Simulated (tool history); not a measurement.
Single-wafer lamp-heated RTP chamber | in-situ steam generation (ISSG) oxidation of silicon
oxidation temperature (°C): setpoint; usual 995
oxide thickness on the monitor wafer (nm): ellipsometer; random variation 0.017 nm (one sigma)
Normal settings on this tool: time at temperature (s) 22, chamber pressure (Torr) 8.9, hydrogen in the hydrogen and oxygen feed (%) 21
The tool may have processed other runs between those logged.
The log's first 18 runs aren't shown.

run	hour	oxidation temperature (°C)	time at temperature (s)	chamber pressure (Torr)	hydrogen in the hydrogen and oxygen feed (%)	read-back reference wafer on the same gauge, thickness	oxide thickness on the monitor wafer (nm)
19	1027.9	995	22	8.9	21	4.662	5.676
20	1076.0	980	22	8.1	26	4.659	5.659
21	1130.6	995	22	8.9	21	4.665	5.649
22	1155.9	995	22	9.4	13	4.661	5.078
23	1223.3	1008	22	8.9	28	4.665	6.412
24	1284.5	979	22	8.9	13	4.659	4.802
25	1342.3	995	15	8.9	21	4.656	4.760
# hour 1368.2: pyrometer window cleaned and pyrometer calibrated
26	1368.7	995	28	9.4	27	4.658	6.642
27	1429.6	995	22	8.9	21	4.655	5.640
28	1467.2	990	22	7.5	18	4.662	5.374
29	1638.7	995	22	8.9	13	4.667	5.114
30	1672.3	995	22	8.9	21	4.659	5.659
31	1729.9	978	18	8.0	21	4.661	4.869

Here are 4 independent what-if runs from the current tool condition. What would each one return?
A	1730.3	995	22	8.9	21	?	?
B	1730.3	995	30	10.0	28	?	?
C	1730.3	995	22	8.9	16	?	?
D	1730.3	984	26	10.2	28	?	?

run	read-back reference wafer on the same gauge, thickness	oxide thickness on the monitor wafer (nm)
A	4.661	5.688
B	4.661	6.895
C	4.661	5.362
D	4.661	6.122
With no hidden state in the tool, these same runs would have given:
run	oxide thickness on the monitor wafer (nm)
A	5.688
B	6.895
C	5.362
D	6.122
